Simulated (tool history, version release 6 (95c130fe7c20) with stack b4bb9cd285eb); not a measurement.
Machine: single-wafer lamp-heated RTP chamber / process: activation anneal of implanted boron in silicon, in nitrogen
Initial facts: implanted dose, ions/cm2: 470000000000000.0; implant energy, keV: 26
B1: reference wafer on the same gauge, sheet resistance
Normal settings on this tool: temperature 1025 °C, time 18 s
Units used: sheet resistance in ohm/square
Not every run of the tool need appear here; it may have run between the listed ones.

Run 1, hour 0: usual settings; B1 245.87. Result: sheet resistance 212.79 ohm/square.
Run 2, hour 14.4: usual settings; B1 246.03. Result: sheet resistance 212.87 ohm/square.
Run 3, hour 39: usual settings; B1 246.04. Result: sheet resistance 213.2 ohm/square.
Run 4, hour 91.1: usual settings; B1 245.96. Result: sheet resistance 213.2 ohm/square.
Run 5, hour 123.6: usual settings; B1 246.16. Result: sheet resistance 212.5 ohm/square.
Run 6, hour 151.1: usual settings; B1 245.83. Result: sheet resistance 211.98 ohm/square.
Run 7, hour 168.6: usual settings but temperature 1018 °C; B1 245.93. Result: sheet resistance 213.03 ohm/square.
Run 8, hour 189.3: usual settings but temperature 1043 °C, time 23 s; B1 246.11. Result: sheet resistance 210.53 ohm/square.
Run 9, hour 213.7: usual settings; B1 246.08. Result: sheet resistance 212.69 ohm/square.
Run 10, hour 232.2: usual settings but time 10 s; B1 245.99. Result: sheet resistance 214.3 ohm/square.
Run 11, hour 324.3: usual settings; B1 246.14. Result: sheet resistance 212.47 ohm/square.
Run 12, hour 348.7: usual settings but temperature 1048 °C, time 25 s; B1 246.02. Result: sheet resistance 209.44 ohm/square.
Run 13, hour 366.5: usual settings but temperature 1054 °C, time 7 s; B1 246.09. Result: sheet resistance 211.78 ohm/square.
Run 14, hour 392.4: usual settings but temperature 1010 °C, time 25 s; B1 245.95. Result: sheet resistance 214.77 ohm/square.

Between the runs listed above, the log contained 4 entries, not reproduced here. Where in the sequence does each belong, and how does what the log doesn't record of the tool's condition differ from the listed run before to the listed run after?
In the gap between runs 3 and 4: gauge calibrated (hour 75.2)
  both runs share identical hidden conditions
In the gap between runs 8 and 9: pyrometer window cleaned and pyrometer calibrated (hour 199.1)
  both runs share identical hidden conditions
In the gap between runs 10 and 11: reflector plate cleaned (hour 268.3); gauge calibrated (hour 297.8)
  both runs share identical hidden conditions
